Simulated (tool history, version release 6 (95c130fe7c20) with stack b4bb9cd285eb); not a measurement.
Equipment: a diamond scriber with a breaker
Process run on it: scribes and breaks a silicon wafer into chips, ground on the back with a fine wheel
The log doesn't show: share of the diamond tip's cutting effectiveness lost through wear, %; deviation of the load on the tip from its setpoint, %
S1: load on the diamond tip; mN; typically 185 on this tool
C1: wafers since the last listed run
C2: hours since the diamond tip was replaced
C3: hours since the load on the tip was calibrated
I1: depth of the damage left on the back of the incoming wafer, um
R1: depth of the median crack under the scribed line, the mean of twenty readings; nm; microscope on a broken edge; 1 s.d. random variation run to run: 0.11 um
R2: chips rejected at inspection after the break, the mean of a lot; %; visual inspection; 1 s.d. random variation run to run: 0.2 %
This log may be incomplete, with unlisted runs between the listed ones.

Run 1, hour 0.0: usual settings but S1 217 mN; C1 0; C2 675.3; C3 1735.4; I1 2.34. Result: R1 7770 nm, R2 4.57 %.
Run 2, hour 32.6: usual settings but S1 217 mN; C1 114; C2 707.9; C3 1768.0; I1 1.61. Result: R1 7680 nm, R2 3.36 %.
Run 3, hour 54.0: usual settings but S1 217 mN; C1 75; C2 729.3; C3 1789.4; I1 2.01. Result: R1 7820 nm, R2 3.94 %.
Run 4, hour 82.4: usual settings; C1 100; C2 757.7; C3 1817.8; I1 1.60. Result: R1 6880 nm, R2 8.31 %.
Run 5, hour 107.2: usual settings; C1 87; C2 782.5; C3 1842.6; I1 1.69. Result: R1 6830 nm, R2 9.45 %.
Run 6, hour 134.1: usual settings; C1 94; C2 809.4; C3 1869.5; I1 2.64. Result: R1 6930 nm, R2 12.51 %.
Run 7, hour 153.6: usual settings; C1 68; C2 828.9; C3 1889.0; I1 2.89. Result: R1 6810 nm, R2 14.84 %.
Run 8, hour 188.0: usual settings; C1 121; C2 863.3; C3 1923.4; I1 2.80. Result: R1 6940 nm, R2 11.73 %.
Run 9, hour 217.5: usual settings but S1 224 mN; C1 104; C2 892.8; C3 1952.9; I1 2.10. Result: R1 7810 nm, R2 3.79 %.
Run 10, hour 241.1: usual settings but S1 224 mN; C1 83; C2 916.4; C3 1976.5; I1 1.65. Result: R1 7840 nm, R2 3.37 %.
At hour 251.0: load on the tip recalibrated.
At hour 257.0: diamond tip replaced by a new one.
Run 11, hour 264.2: usual settings but S1 220 mN; C1 67; C2 7.2; C3 13.2; I1 2.68. Result: R1 9290 nm, R2 5.41 %.
Run 12, hour 298.1: usual settings but S1 217 mN; C1 119; C2 41.1; C3 47.1; I1 1.84. Result: R1 9210 nm, R2 3.12 %.
Run 13, hour 315.1: usual settings; C1 59; C2 58.1; C3 64.1; I1 1.61. Result: R1 8100 nm, R2 2.77 %.
Run 14, hour 330.5: usual settings but S1 202 mN; C1 54; C2 73.5; C3 79.5; I1 1.95. Result: R1 8420 nm, R2 2.69 %.
Run 15, hour 411.5: usual settings; C1 285; C2 154.5; C3 160.5; I1 1.52. Result: R1 7640 nm, R2 4.01 %.
Run 16, hour 435.3: usual settings but S1 202 mN; C1 83; C2 178.3; C3 184.3; I1 2.47. Result: R1 8190 nm, R2 4.53 %.
Run 17, hour 447.7: usual settings but S1 148 mN; C1 43; C2 190.7; C3 196.7; I1 2.40. Result: R1 6500 nm, R2 15.32 %.
Run 18, hour 466.8: usual settings but S1 137 mN; C1 67; C2 209.8; C3 215.8; I1 2.78. Result: R1 6020 nm, R2 23.51 %.
Run 19, hour 491.8: usual settings but S1 238 mN; C1 88; C2 234.8; C3 240.8; I1 1.65. Result: R1 8880 nm, R2 3.25 %.
Run 20, hour 519.5: usual settings but S1 237 mN; C1 97; C2 262.5; C3 268.5; I1 2.40. Result: R1 8860 nm, R2 3.91 %.

Exercise: give the hidden state of the tool at every run:
deviation of the load on the tip from its setpoint, %: 0 in every run
H1: share of the diamond tip's cutting effectiveness lost through wear, %
run    H1
  1  24.2
  2  24.6
  3  24.8
  4    25
  5  25.2
  6  25.4
  7  25.5
  8  25.8
  9  25.9
 10  26.1
 11  3.57
 12  6.02
 13  7.15
 14  8.14
 15  12.6
 16  13.8
 17  14.3
 18  15.1
 19  16.1
 20  17.2
